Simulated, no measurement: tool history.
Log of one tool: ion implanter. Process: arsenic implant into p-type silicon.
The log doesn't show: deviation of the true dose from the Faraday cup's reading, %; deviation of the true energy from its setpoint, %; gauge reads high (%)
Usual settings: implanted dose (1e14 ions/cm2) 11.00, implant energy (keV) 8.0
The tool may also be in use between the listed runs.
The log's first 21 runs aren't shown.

run     day  implanted dose (1e14 ions/cm2)  implant energy (keV)  wafers since the last listed run  hours since the last dose calibration  hours since the extraction supply was calibrated  hours since the gauge calibration  read-back reference wafer on the same gauge, sheet resistance  sheet resistance of the implanted and annealed layer (ohm/square)
 22  22.358                            9.75                   8.0                               665                                  217.0                                              46.1                               91.4                                                         119.96                                                             146.96
 23  23.496                           13.21                  10.5                               807                                  244.3                                              73.4                              118.7                                                         119.98                                                             124.83
 24  24.783                           12.45                   6.5                               913                                  275.2                                             104.3                              149.6                                                         119.96                                                             134.22
 25  25.462                            9.89                   7.0                               481                                  291.5                                             120.6                              165.9                                                         119.93                                                             147.78
 26  26.250                            7.96                   6.5                               558                                  310.4                                             139.5                              184.8                                                         119.97                                                             167.38
 27  27.400                           11.00                   8.0                               816                                  338.0                                             167.1                              212.4                                                         120.00                                                             138.30
 28  28.683                           12.35                   9.0                               910                                  368.8                                             197.9                              243.2                                                         120.05                                                             130.56
 29  29.254                            8.82                   9.5                               405                                  382.5                                             211.6                              256.9                                                         119.98                                                             152.80
 30  29.767                            7.78                   8.0                               363                                  394.8                                             223.9                              269.2                                                         119.98                                                             166.77
 31  30.738                            9.11                   9.5                               688                                  418.1                                             247.2                              292.5                                                         120.01                                                             149.86
 32  31.600                           11.00                   6.5                               612                                  438.8                                             267.9                              313.2                                                         120.03                                                             140.69
 33  32.738                           11.00                   8.0                               807                                  466.1                                             295.2                              340.5                                                         120.03                                                             138.54
 34  34.196                           12.02                   9.5                              1034                                  501.1                                             330.2                              375.5                                                         120.01                                                             130.63
 35  35.567                           11.00                   8.0                               972                                  534.0                                             363.1                              408.4                                                         120.02                                                             138.00
 36  36.400                            7.96                   6.5                               591                                  554.0                                             383.1                              428.4                                                         119.99                                                             166.43

Forecast each of these 5 alternatives for the next run:
  A  36.417                           11.00                   8.0                                11                                  554.4                                             383.5                              428.8                                                              ?                                                                  ?
  B  36.417                            9.75                   6.0                                11                                  554.4                                             383.5                              428.8                                                              ?                                                                  ?
  C  36.417                           11.95                   7.5                                11                                  554.4                                             383.5                              428.8                                                              ?                                                                  ?
  D  36.417                           13.97                   6.5                                11                                  554.4                                             383.5                              428.8                                                              ?                                                                  ?
  E  36.417                            8.71                   9.5                                11                                  554.4                                             383.5                              428.8                                                              ?                                                                  ?

run  read-back reference wafer on the same gauge, sheet resistance  sheet resistance of the implanted and annealed layer (ohm/square)
  A                                                         120.00                                                             138.15
  B                                                         120.00                                                             150.03
  C                                                         120.00                                                             134.15
  D                                                         120.00                                                             128.46
  E                                                         120.00                                                             153.32
Without the tool's hidden state the same runs would have given:
run  sheet resistance of the implanted and annealed layer (ohm/square)
  A                                                             138.52
  B                                                             150.47
  C                                                             134.47
  D                                                             128.71
  E                                                             153.85

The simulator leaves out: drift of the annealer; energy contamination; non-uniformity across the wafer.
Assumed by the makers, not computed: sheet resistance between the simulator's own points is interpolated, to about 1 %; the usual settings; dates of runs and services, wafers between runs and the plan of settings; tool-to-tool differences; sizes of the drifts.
